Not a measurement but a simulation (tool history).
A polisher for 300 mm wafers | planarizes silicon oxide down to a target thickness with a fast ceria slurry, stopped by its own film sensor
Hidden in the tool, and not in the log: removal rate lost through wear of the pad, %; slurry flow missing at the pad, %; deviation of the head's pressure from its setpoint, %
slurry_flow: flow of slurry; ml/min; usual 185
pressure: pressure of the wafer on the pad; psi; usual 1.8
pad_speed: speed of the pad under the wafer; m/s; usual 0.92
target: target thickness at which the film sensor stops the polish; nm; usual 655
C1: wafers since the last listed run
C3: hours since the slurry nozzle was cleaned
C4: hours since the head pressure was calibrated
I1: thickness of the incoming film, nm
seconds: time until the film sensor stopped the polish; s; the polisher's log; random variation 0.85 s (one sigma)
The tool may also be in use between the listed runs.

Run 1, hour 0.0: usual settings; C1 0; wafers polished on this pad 1141; C3 239.1; C4 262.8; I1 1652.7. Result: seconds 95.0 s.
At hour 16.1: worn pad replaced by a new one.
Run 2, hour 17.7: usual settings; C1 128; wafers polished on this pad 15; C3 256.8; C4 280.5; I1 1656.9. Result: seconds 96.8 s.
Run 3, hour 43.1: usual settings; C1 238; wafers polished on this pad 254; C3 282.2; C4 305.9; I1 1680.4. Result: seconds 97.5 s.
At hour 72.4: head pressure recalibrated.
Run 4, hour 76.6: usual settings; C1 296; wafers polished on this pad 550; C3 315.7; C4 4.2; I1 1646.6. Result: seconds 95.3 s.
Run 5, hour 111.4: usual settings; C1 327; wafers polished on this pad 877; C3 350.5; C4 39.0; I1 1642.1. Result: seconds 93.9 s.
At hour 194.4: worn pad replaced by a new one.
Run 6, hour 218.9: usual settings; C1 973; wafers polished on this pad 230; C3 458.0; C4 146.5; I1 1677.6. Result: seconds 98.7 s.
Run 7, hour 253.1: usual settings; C1 321; wafers polished on this pad 552; C3 492.2; C4 180.7; I1 1673.7. Result: seconds 97.1 s.
At hour 268.6: slurry nozzle cleaned.
Run 8, hour 278.6: usual settings; C1 230; wafers polished on this pad 782; C3 10.0; C4 206.2; I1 1651.9. Result: seconds 94.0 s.
Run 9, hour 312.7: usual settings; C1 320; wafers polished on this pad 1103; C3 44.1; C4 240.3; I1 1665.9. Result: seconds 96.4 s.
At hour 339.2: worn pad replaced by a new one.
Run 10, hour 347.8: usual settings; C1 292; wafers polished on this pad 80; C3 79.2; C4 275.4; I1 1672.8. Result: seconds 96.6 s.
Run 11, hour 361.7: usual settings but slurry_flow 170 ml/min, pressure 2.2 psi; C1 130; wafers polished on this pad 211; C3 93.1; C4 289.3; I1 1654.5. Result: seconds 79.6 s.
Run 12, hour 380.1: usual settings but slurry_flow 170 ml/min, pressure 2.2 psi; C1 173; wafers polished on this pad 384; C3 111.5; C4 307.7; I1 1687.2. Result: seconds 82.2 s.
Run 13, hour 406.0: usual settings but slurry_flow 170 ml/min, pressure 2.2 psi; C1 243; wafers polished on this pad 627; C3 137.4; C4 333.6; I1 1637.0. Result: seconds 79.5 s.
Run 14, hour 426.0: usual settings but target 891 nm; C1 188; wafers polished on this pad 815; C3 157.4; C4 353.6; I1 1660.2. Result: seconds 73.3 s.
Run 15, hour 440.0: usual settings but slurry_flow 245 ml/min, pressure 2.3 psi, pad_speed 1.00 m/s, target 956 nm; C1 131; wafers polished on this pad 947; C3 171.4; C4 367.6; I1 1659.0. Result: seconds 47.2 s.
At hour 446.1: head pressure recalibrated.
Run 16, hour 456.7: usual settings but slurry_flow 140 ml/min, target 812 nm; C1 138; wafers polished on this pad 1085; C3 188.1; C4 10.6; I1 1670.7. Result: seconds 85.6 s.
At hour 478.0: worn pad replaced by a new one.
Run 17, hour 532.5: usual settings but pad_speed 0.68 m/s; C1 675; wafers polished on this pad 512; C3 263.9; C4 86.4; I1 1668.1. Result: seconds 130.1 s.
Run 18, hour 561.3: usual settings but slurry_flow 140 ml/min, pressure 2.3 psi, pad_speed 0.78 m/s, target 985 nm; C1 270; wafers polished on this pad 783; C3 292.7; C4 115.2; I1 1655.0. Result: seconds 64.3 s.
Run 19, hour 587.6: usual settings; C1 247; wafers polished on this pad 1030; C3 319.0; C4 141.5; I1 1651.3. Result: seconds 95.9 s.
Run 20, hour 615.3: usual settings but slurry_flow 170 ml/min, pressure 2.2 psi; C1 260; wafers polished on this pad 1290; C3 346.7; C4 169.2; I1 1649.1. Result: seconds 80.2 s.

Run 21 comes next. What will it give?
At hour 647.0: worn pad replaced by a new one.
Run 21, hour 651.2: usual settings but slurry_flow 145 ml/min, pad_speed 0.62 m/s; C1 299; wafers polished on this pad 39; C3 382.6; C4 205.1; I1 1636.1. Result: seconds ?.

Run 21 gave seconds 148.2 s.
Without the tool's hidden state the same run would have given seconds 148.2 s.
